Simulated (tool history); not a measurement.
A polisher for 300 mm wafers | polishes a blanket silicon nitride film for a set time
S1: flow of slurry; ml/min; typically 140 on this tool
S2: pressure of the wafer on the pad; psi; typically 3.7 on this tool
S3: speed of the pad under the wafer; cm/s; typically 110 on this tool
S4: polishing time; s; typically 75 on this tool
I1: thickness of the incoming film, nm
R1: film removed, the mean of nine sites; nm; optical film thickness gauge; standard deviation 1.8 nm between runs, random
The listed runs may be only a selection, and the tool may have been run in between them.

Run 1, day 0: usual settings; I1 668.3. Result: R1 141.6 nm.
Run 2, day 1.488: usual settings; I1 673.5. Result: R1 137.4 nm.
Run 3, day 2.317: usual settings; I1 681.6. Result: R1 139.8 nm.
Run 4, day 2.942: usual settings; I1 665.8. Result: R1 134.6 nm.
Run 5, day 4.312: usual settings but S3 102 cm/s; I1 667.8. Result: R1 121.7 nm.
At day 4.462: slurry nozzle cleaned.
At day 4.575: worn pad replaced by a new one.
Run 6, day 5.612: usual settings but S3 102 cm/s; I1 668.4. Result: R1 132.6 nm.
Run 7, day 6.371: usual settings but S3 102 cm/s; I1 673.8. Result: R1 133.6 nm.
Run 8, day 7.667: usual settings but S4 54 s; I1 684.4. Result: R1 98.6 nm.
Run 9, day 8.508: usual settings but S4 54 s; I1 675.3. Result: R1 97.1 nm.
Run 10, day 9.246: usual settings but S4 54 s; I1 669.4. Result: R1 94.8 nm.
At day 9.646: worn pad replaced by a new one.
Run 11, day 10.038: usual settings but S2 4.3 psi, S3 80 cm/s; I1 673.7. Result: R1 128.1 nm.
Run 12, day 11.154: usual settings but S2 4.3 psi, S3 80 cm/s; I1 673.6. Result: R1 130.8 nm.
Run 13, day 12.512: usual settings; I1 669.8. Result: R1 141.3 nm.
Run 14, day 13.95: usual settings; I1 670. Result: R1 133.5 nm.
At day 14.529: worn pad replaced by a new one.
Run 15, day 14.762: usual settings but S2 3.3 psi, S3 90 cm/s; I1 672.9. Result: R1 110.7 nm.
At day 15.3: head pressure recalibrated.
Run 16, day 15.75: usual settings; I1 677. Result: R1 142.4 nm.
Run 17, day 16.662: usual settings; I1 670.7. Result: R1 142.6 nm.
Run 18, day 17.629: usual settings but S2 2.8 psi; I1 670.8. Result: R1 103.7 nm.
Run 19, day 18.208: usual settings but S1 110 ml/min, S2 4.1 psi, S4 55 s; I1 655.3. Result: R1 107.9 nm.
Run 20, day 18.85: usual settings but S1 120 ml/min, S2 4.8 psi; I1 681.6. Result: R1 170.1 nm.
At day 19.225: worn pad replaced by a new one.
At day 19.292: slurry nozzle cleaned.
Run 21, day 21.279: usual settings but S3 102 cm/s; I1 668.9. Result: R1 130.6 nm.
Run 22, day 22.438: usual settings but S1 180 ml/min, S2 4.9 psi, S3 84 cm/s, S4 87 s; I1 668. Result: R1 177.6 nm.
Run 23, day 23.279: usual settings but S1 165 ml/min, S2 3.3 psi; I1 677. Result: R1 126.3 nm.
Run 24, day 24.683: usual settings but S2 2.7 psi; I1 674.6. Result: R1 93.9 nm.
At day 24.929: worn pad replaced by a new one.
Run 25, day 25.658: usual settings; I1 675.9. Result: R1 142.6 nm.
Run 26, day 26.425: usual settings but S1 110 ml/min, S4 99 s; I1 671. Result: R1 180.1 nm.

What if the next run were any one of these 4? Each begins from the tool's condition after run 26:
Run A, day 26.442: usual settings; I1 661.1. Result: R1 ?.
Run B, day 26.442: usual settings but S2 4.6 psi; I1 661.1. Result: R1 ?.
Run C, day 26.442: usual settings but S1 175 ml/min, S2 2.7 psi, S3 84 cm/s; I1 661.1. Result: R1 ?.
Run D, day 26.442: usual settings but S2 2.5 psi, S4 100 s; I1 661.1. Result: R1 ?.

run     R1
  A  145.6
  B  181.1
  C     89
  D  131.2
Without the tool's hidden state the same runs would have given:
run     R1
  A    147
  B  182.8
  C   89.8
  D  132.4

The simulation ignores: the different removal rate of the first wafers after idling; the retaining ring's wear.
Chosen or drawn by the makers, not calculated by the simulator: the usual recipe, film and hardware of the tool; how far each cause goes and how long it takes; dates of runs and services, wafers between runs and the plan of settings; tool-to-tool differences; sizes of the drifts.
